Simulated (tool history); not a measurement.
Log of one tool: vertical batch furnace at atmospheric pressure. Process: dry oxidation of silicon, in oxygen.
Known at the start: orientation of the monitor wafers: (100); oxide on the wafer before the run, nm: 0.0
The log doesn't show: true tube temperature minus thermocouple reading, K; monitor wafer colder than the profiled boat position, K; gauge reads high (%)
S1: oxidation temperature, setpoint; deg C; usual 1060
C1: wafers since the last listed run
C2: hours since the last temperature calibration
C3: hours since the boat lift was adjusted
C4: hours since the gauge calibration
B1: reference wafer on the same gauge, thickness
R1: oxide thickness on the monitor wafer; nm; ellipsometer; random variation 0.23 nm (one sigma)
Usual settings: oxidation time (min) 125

{"run": 1, "hour": 0.0, "S1": 1060, "oxidation time (min)": 125, "C1": 0, "C2": 4937.7, "C3": 4687.8, "C4": 374, "B1": 158.02, "R1": 159.95}
{"run": 2, "hour": 43.0, "S1": 1060, "oxidation time (min)": 125, "C1": 351, "C2": 4980.7, "C3": 4730.8, "C4": 417, "B1": 157.94, "R1": 160.3}
{"run": 3, "hour": 99.0, "S1": 1060, "oxidation time (min)": 125, "C1": 457, "C2": 5036.7, "C3": 4786.8, "C4": 473, "B1": 157.95, "R1": 159.88}
{"run": 4, "hour": 152.4, "S1": 1060, "oxidation time (min)": 125, "C1": 436, "C2": 5090.1, "C3": 4840.2, "C4": 526.4, "B1": 157.99, "R1": 160.26}
{"run": 5, "hour": 196.4, "S1": 1060, "oxidation time (min)": 125, "C1": 359, "C2": 5134.1, "C3": 4884.2, "C4": 570.4, "B1": 158.02, "R1": 160.13}
{"hour": 234.2, "done": "gauge calibrated"}
{"hour": 256.0, "done": "thermocouples replaced and temperature profile calibrated"}
{"run": 6, "hour": 265.4, "S1": 1047, "oxidation time (min)": 125, "C1": 367, "C2": 9.4, "C3": 4953.2, "C4": 31.2, "B1": 158.05, "R1": 139.09}
{"run": 7, "hour": 309.6, "S1": 1079, "oxidation time (min)": 125, "C1": 361, "C2": 53.6, "C3": 4997.4, "C4": 75.4, "B1": 157.99, "R1": 178.19}
{"run": 8, "hour": 367.8, "S1": 1060, "oxidation time (min)": 125, "C1": 475, "C2": 111.8, "C3": 5055.6, "C4": 133.6, "B1": 157.95, "R1": 154.47}
{"run": 9, "hour": 411.3, "S1": 1035, "oxidation time (min)": 100.5, "C1": 355, "C2": 155.3, "C3": 5099.1, "C4": 177.1, "B1": 157.94, "R1": 109.92}
{"hour": 452.6, "done": "boat lift adjusted"}
{"run": 10, "hour": 482.5, "S1": 1060, "oxidation time (min)": 125, "C1": 385, "C2": 226.5, "C3": 29.9, "C4": 248.3, "B1": 157.97, "R1": 155.25}
{"run": 11, "hour": 549.8, "S1": 1047, "oxidation time (min)": 125, "C1": 550, "C2": 293.8, "C3": 97.2, "C4": 315.6, "B1": 157.97, "R1": 140.78}
{"run": 12, "hour": 607.3, "S1": 1081, "oxidation time (min)": 177, "C1": 469, "C2": 351.3, "C3": 154.7, "C4": 373.1, "B1": 157.96, "R1": 225.13}
{"run": 13, "hour": 632.3, "S1": 1077, "oxidation time (min)": 79, "C1": 204, "C2": 376.3, "C3": 179.7, "C4": 398.1, "B1": 158, "R1": 132.02}
{"run": 14, "hour": 689.0, "S1": 1060, "oxidation time (min)": 74.5, "C1": 463, "C2": 433, "C3": 236.4, "C4": 454.8, "B1": 157.98, "R1": 111.73}
{"run": 15, "hour": 733.8, "S1": 1060, "oxidation time (min)": 141, "C1": 366, "C2": 477.8, "C3": 281.2, "C4": 499.6, "B1": 157.96, "R1": 168.25}

3 ways to go on from here, each from the tool as it stands after run 15. What would each give?
{"run": "A", "hour": 740.1, "S1": 1060, "oxidation time (min)": 74, "C1": 51, "C2": 484.1, "C3": 287.5, "C4": 505.9, "B1": "?", "R1": "?"}
{"run": "B", "hour": 740.1, "S1": 1043, "oxidation time (min)": 182.5, "C1": 51, "C2": 484.1, "C3": 287.5, "C4": 505.9, "B1": "?", "R1": "?"}
{"run": "C", "hour": 740.1, "S1": 1081, "oxidation time (min)": 125, "C1": 51, "C2": 484.1, "C3": 287.5, "C4": 505.9, "B1": "?", "R1": "?"}

run=A B1=158.02 R1=111.15
run=B B1=158.02 R1=174.68
run=C B1=158.02 R1=181.56
Without the tool's hidden state the same runs would have given:
run=A R1=109.61
run=B R1=172.3
run=C R1=179.29
